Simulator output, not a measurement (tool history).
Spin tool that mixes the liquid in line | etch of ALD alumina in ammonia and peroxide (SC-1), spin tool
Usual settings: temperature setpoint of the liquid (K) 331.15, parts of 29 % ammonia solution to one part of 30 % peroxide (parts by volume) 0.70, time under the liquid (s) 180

run     day  temperature setpoint of the liquid (K)  parts of 29 % ammonia solution to one part of 30 % peroxide (parts by volume)  time under the liquid (s)  wafers since the last listed run  hours since the thermometer was replaced  hours since the ammonia flow meter was replaced  hours since the heated supply line was repaired  hours since the drum of ammonia solution was connected  hours since the gauge calibration  read-back film thickness of the ALD alumina reference wafer, read on the same gauge (nm)  thickness taken off the ALD alumina on a monitor wafer (angstrom)
  1   0.000                                  337.15                                                                           0.70                        180                                 0                                    2503.6                                           2113.3                                           2489.6                                                   426.0                              416.6                                                                                    149.96                                                              211.5
  2   0.367                                  331.15                                                                           0.70                        180                                76                                    2512.4                                           2122.1                                           2498.4                                                   434.8                              425.4                                                                                    149.99                                                              157.8
  3   0.950                                  331.15                                                                           0.70                        180                               121                                    2526.4                                           2136.1                                           2512.4                                                   448.8                              439.4                                                                                    150.03                                                              157.1
      1.504  -- new drum of ammonia solution connected
  4   1.625                                  331.15                                                                           0.70                        180                               132                                    2542.6                                           2152.3                                           2528.6                                                     2.9                              455.6                                                                                    149.98                                                              157.7
      1.788  -- heated supply line repaired
      2.042  -- gauge calibrated
  5   2.188                                  331.15                                                                           0.70                        180                               108                                    2556.1                                           2165.8                                              9.6                                                    16.4                                3.5                                                                                    150.02                                                              155.4
  6   2.538                                  331.15                                                                           0.70                         70                                73                                    2564.5                                           2174.2                                             18.0                                                    24.8                               11.9                                                                                    150.00                                                               60.6
  7   3.092                                  328.65                                                                           0.80                        180                               115                                    2577.8                                           2187.5                                             31.3                                                    38.1                               25.2                                                                                    150.01                                                              138.7
      3.154  -- ammonia flow meter replaced
  8   3.812                                  339.65                                                                           0.35                        290                               141                                    2595.1                                             15.8                                             48.6                                                    55.4                               42.5                                                                                    150.03                                                              367.7
  9   4.225                                  331.15                                                                           0.70                        180                                86                                    2605.0                                             25.7                                             58.5                                                    65.3                               52.4                                                                                    150.04                                                              156.3
 10   4.775                                  340.15                                                                           0.70                        215                               114                                    2618.2                                             38.9                                             71.7                                                    78.5                               65.6                                                                                    149.99                                                              294.5
 11   5.329                                  335.65                                                                           0.70                        180                               115                                    2631.5                                             52.2                                             85.0                                                    91.8                               78.9                                                                                    150.05                                                              197.3
 12   5.850                                  339.15                                                                           0.70                        115                               108                                    2644.0                                             64.7                                             97.5                                                   104.3                               91.4                                                                                    149.98                                                              151.5
 13   6.267                                  325.65                                                                           1.00                        225                                87                                    2654.0                                             74.7                                            107.5                                                   114.3                              101.4                                                                                    150.01                                                              148.7
 14   6.733                                  331.15                                                                           0.70                        180                                97                                    2665.2                                             85.9                                            118.7                                                   125.5                              112.6                                                                                    150.00                                                              155.3
 15   7.079                                  323.15                                                                           1.05                        265                                72                                    2673.5                                             94.2                                            127.0                                                   133.8                              120.9                                                                                    150.02                                                              153.8
 16   7.642                                  336.15                                                                           0.55                        180                               117                                    2687.0                                            107.7                                            140.5                                                   147.3                              134.4                                                                                    150.03                                                              197.1
      8.088  -- thermometer replaced
 17   8.271                                  328.15                                                                           0.90                        110                               122                                       4.4                                            122.8                                            155.6                                                   162.4                              149.5                                                                                    150.00                                                               94.0
 18   8.567                                  322.65                                                                           0.40                        180                                61                                      11.5                                            129.9                                            162.7                                                   169.5                              156.6                                                                                    150.00                                                              104.9
 19   9.033                                  325.15                                                                           0.90                         80                                97                                      22.7                                            141.1                                            173.9                                                   180.7                              167.8                                                                                    149.99                                                               58.4
 20   9.458                                  328.65                                                                           0.55                         80                                88                                      32.9                                            151.3                                            184.1                                                   190.9                              178.0                                                                                    149.97                                                               67.4
 21   9.979                                  324.65                                                                           0.70                        180                               108                                      45.4                                            163.8                                            196.6                                                   203.4                              190.5                                                                                    150.01                                                              124.5
 22  10.483                                  324.65                                                                           1.00                        255                               105                                      57.5                                            175.9                                            208.7                                                   215.5                              202.6                                                                                    149.95                                                              179.8
 23  11.854                                  331.15                                                                           0.55                        180                               286                                      90.4                                            208.8                                            241.6                                                   248.4                              235.5                                                                                    150.02                                                              173.0
 24  12.562                                  331.15                                                                           0.70                        180                               148                                     107.4                                            225.8                                            258.6                                                   265.4                              252.5                                                                                    150.03                                                              174.9
 25  13.775                                  327.15                                                                           0.85                        250                               253                                     136.5                                            254.9                                            287.7                                                   294.5                              281.6                                                                                    150.00                                                              199.6

Hidden state or all else? Some run-to-run changes of thickness taken off the ALD alumina on a monitor wafer (angstrom), split into what the settings, what came in and random variation would give without the hidden state, and what is left for the hidden state (with any gauge scatter that isn't in both results):
The hidden state here: liquid colder than its thermometer reads (K); ammonia flow below the setpoint (%); temperature lost on the way to the wafer (K); ammonia solution weaker than its label (%); gauge reads high (%).
Run 7 -> 8: temperature setpoint of the liquid (K) 328.65 -> 339.65, parts of 29 % ammonia solution to one part of 30 % peroxide (parts by volume) 0.80 -> 0.35, time under the liquid (s) 180 -> 290, ammonia flow meter replaced. thickness taken off the ALD alumina on a monitor wafer (angstrom) +229.0: hidden state -27.4, all else +256.4.
Run 8 -> 9: temperature setpoint of the liquid (K) 339.65 -> 331.15, parts of 29 % ammonia solution to one part of 30 % peroxide (parts by volume) 0.35 -> 0.70, time under the liquid (s) 290 -> 180. thickness taken off the ALD alumina on a monitor wafer (angstrom) -211.4: hidden state +25.1, all else -236.5.
Run 16 -> 17: temperature setpoint of the liquid (K) 336.15 -> 328.15, parts of 29 % ammonia solution to one part of 30 % peroxide (parts by volume) 0.55 -> 0.90, time under the liquid (s) 180 -> 110, thermometer replaced. thickness taken off the ALD alumina on a monitor wafer (angstrom) -103.1: hidden state +25.3, all else -128.4.

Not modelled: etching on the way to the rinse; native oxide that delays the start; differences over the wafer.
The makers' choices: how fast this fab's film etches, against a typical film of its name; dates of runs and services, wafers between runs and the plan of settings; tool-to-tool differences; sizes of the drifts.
